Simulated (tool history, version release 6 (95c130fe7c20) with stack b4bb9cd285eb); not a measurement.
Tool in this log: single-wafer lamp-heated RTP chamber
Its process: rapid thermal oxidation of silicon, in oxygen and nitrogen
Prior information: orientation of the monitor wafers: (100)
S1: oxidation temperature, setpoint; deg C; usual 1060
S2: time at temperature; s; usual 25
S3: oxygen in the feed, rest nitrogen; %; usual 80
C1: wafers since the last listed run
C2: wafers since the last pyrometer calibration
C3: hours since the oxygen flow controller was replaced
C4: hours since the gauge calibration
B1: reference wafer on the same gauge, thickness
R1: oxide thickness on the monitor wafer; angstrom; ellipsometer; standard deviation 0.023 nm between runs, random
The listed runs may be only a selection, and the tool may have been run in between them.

Run 1, hour 0: usual settings but S1 1049 deg C; C1 0; C2 5425; C3 5206.5; C4 63.6; B1 4.825. Result: R1 51.38 angstrom.
Run 2, hour 45.2: usual settings but S1 1049 deg C; C1 664; C2 6089; C3 5251.7; C4 108.8; B1 4.833. Result: R1 51.25 angstrom.
At hour 76.3: pyrometer window cleaned and pyrometer calibrated.
Run 3, hour 89.7: usual settings; C1 536; C2 196; C3 5296.2; C4 153.3; B1 4.831. Result: R1 52.26 angstrom.
Run 4, hour 120.1: usual settings but S1 1079 deg C, S2 31 s; C1 447; C2 643; C3 5326.6; C4 183.7; B1 4.83. Result: R1 65.87 angstrom.
Run 5, hour 147.6: usual settings but S1 1071 deg C, S3 69 %; C1 404; C2 1048; C3 5354.1; C4 211.2; B1 4.832. Result: R1 55.07 angstrom.
Run 6, hour 187: usual settings but S1 1071 deg C, S3 69 %; C1 579; C2 1627; C3 5393.5; C4 250.6; B1 4.835. Result: R1 54.84 angstrom.
Run 7, hour 235.5: usual settings; C1 713; C2 2340; C3 5442; C4 299.1; B1 4.833. Result: R1 54.24 angstrom.
Run 8, hour 300.3: usual settings; C1 952; C2 3293; C3 5506.8; C4 363.9; B1 4.837. Result: R1 54.59 angstrom.
Run 9, hour 346: usual settings; C1 672; C2 3965; C3 5552.5; C4 409.6; B1 4.833. Result: R1 55.66 angstrom.
Run 10, hour 386.7: usual settings; C1 598; C2 4564; C3 5593.2; C4 450.3; B1 4.845. Result: R1 55.08 angstrom.
Run 11, hour 424.7: usual settings but S1 1038 deg C, S2 21 s; C1 558; C2 5123; C3 5631.2; C4 488.3; B1 4.831. Result: R1 44.38 angstrom.
Run 12, hour 488.2: usual settings; C1 933; C2 6057; C3 5694.7; C4 551.8; B1 4.836. Result: R1 55.4 angstrom.
At hour 534.1: pyrometer window cleaned and pyrometer calibrated.
Run 13, hour 607.5: usual settings; C1 1636; C2 1079; C3 5814; C4 671.1; B1 4.83. Result: R1 53.34 angstrom.
Run 14, hour 662.5: usual settings but S3 98 %; C1 808; C2 1888; C3 5869; C4 726.1; B1 4.83. Result: R1 57.91 angstrom.
At hour 668.1: gauge calibrated.
Run 15, hour 704.9: usual settings but S1 1089 deg C, S2 31 s, S3 67 %; C1 623; C2 2511; C3 5911.4; C4 36.8; B1 4.824. Result: R1 67.41 angstrom.
Run 16, hour 745.7: usual settings but S2 30 s; C1 600; C2 3111; C3 5952.2; C4 77.6; B1 4.827. Result: R1 59.04 angstrom.
Run 17, hour 776.7: usual settings but S1 1070 deg C, S2 15 s, S3 54 %; C1 455; C2 3567; C3 5983.2; C4 108.6; B1 4.829. Result: R1 41.68 angstrom.
Run 18, hour 845.3: usual settings but S2 17 s, S3 63 %; C1 1008; C2 4576; C3 6051.8; C4 177.2; B1 4.838. Result: R1 43.21 angstrom.
Run 19, hour 874.5: usual settings but S2 21 s; C1 429; C2 5006; C3 6081; C4 206.4; B1 4.823. Result: R1 51.05 angstrom.
Run 20, hour 902.6: usual settings; C1 413; C2 5419; C3 6109.1; C4 234.5; B1 4.821. Result: R1 55.44 angstrom.
Run 21, hour 926.8: usual settings but S1 1041 deg C, S2 35 s, S3 98 %; C1 355; C2 5775; C3 6133.3; C4 258.7; B1 4.819. Result: R1 60.21 angstrom.
At hour 959.9: oxygen flow controller replaced.
Run 22, hour 962.4: usual settings; C1 405; C2 6181; C3 2.5; C4 294.3; B1 4.823. Result: R1 55.16 angstrom.
At hour 992.5: pyrometer window cleaned and pyrometer calibrated.
Run 23, hour 1032.9: usual settings but S1 1051 deg C, S2 28 s, S3 98 %; C1 919; C2 594; C3 73; C4 364.8; B1 4.83. Result: R1 55.9 angstrom.
Run 24, hour 1071.1: usual settings; C1 561; C2 1155; C3 111.2; C4 403; B1 4.834. Result: R1 53.84 angstrom.
Run 25, hour 1177.6: usual settings but S1 1071 deg C, S2 36 s, S3 92 %; C1 1566; C2 2722; C3 217.7; C4 509.5; B1 4.834. Result: R1 72.56 angstrom.
Run 26, hour 1330.9: usual settings but S1 1045 deg C, S2 21 s, S3 98 %; C1 2254; C2 4976; C3 371; C4 662.8; B1 4.829. Result: R1 49.78 angstrom.
At hour 1379.3: gauge calibrated.
Run 27, hour 1398.4: usual settings but S1 1050 deg C, S2 20 s, S3 69 %; C1 992; C2 5969; C3 438.5; C4 19.1; B1 4.827. Result: R1 44.8 angstrom.
At hour 1412.2: pyrometer window cleaned and pyrometer calibrated.
Run 28, hour 1440.5: usual settings but S1 1080 deg C, S2 36 s; C1 501; C2 416; C3 480.6; C4 61.2; B1 4.845. Result: R1 70.24 angstrom.

How would selected steps in R1 from run to run divide? Give the signed amount a tool lacking its hidden state would still show from settings, what came in and random variation, and the signed amount left for the hidden state, including any gauge scatter that is not in both of the compared results.
Hidden state at play: true wafer temperature minus pyrometer reading, K; deviation of the oxygen flow from its setpoint, %; gauge reads high (%).
Run 2 -> 3: S1 1049 -> 1060, pyrometer window cleaned and pyrometer calibrated. R1 +1.01 angstrom: hidden state -2.67, all else +3.68.
Run 12 -> 13: pyrometer window cleaned and pyrometer calibrated. R1 -2.06 angstrom: hidden state -2.21, all else +0.15.
Run 25 -> 26: S1 1071 -> 1045, S2 36 -> 21, S3 92 -> 98. R1 -22.78 angstrom: hidden state -0.45, all else -22.33.
Run 27 -> 28: S1 1050 -> 1080, S2 20 -> 36, S3 69 -> 80, pyrometer window cleaned and pyrometer calibrated. R1 +25.44 angstrom: hidden state -1.39, all else +26.83.

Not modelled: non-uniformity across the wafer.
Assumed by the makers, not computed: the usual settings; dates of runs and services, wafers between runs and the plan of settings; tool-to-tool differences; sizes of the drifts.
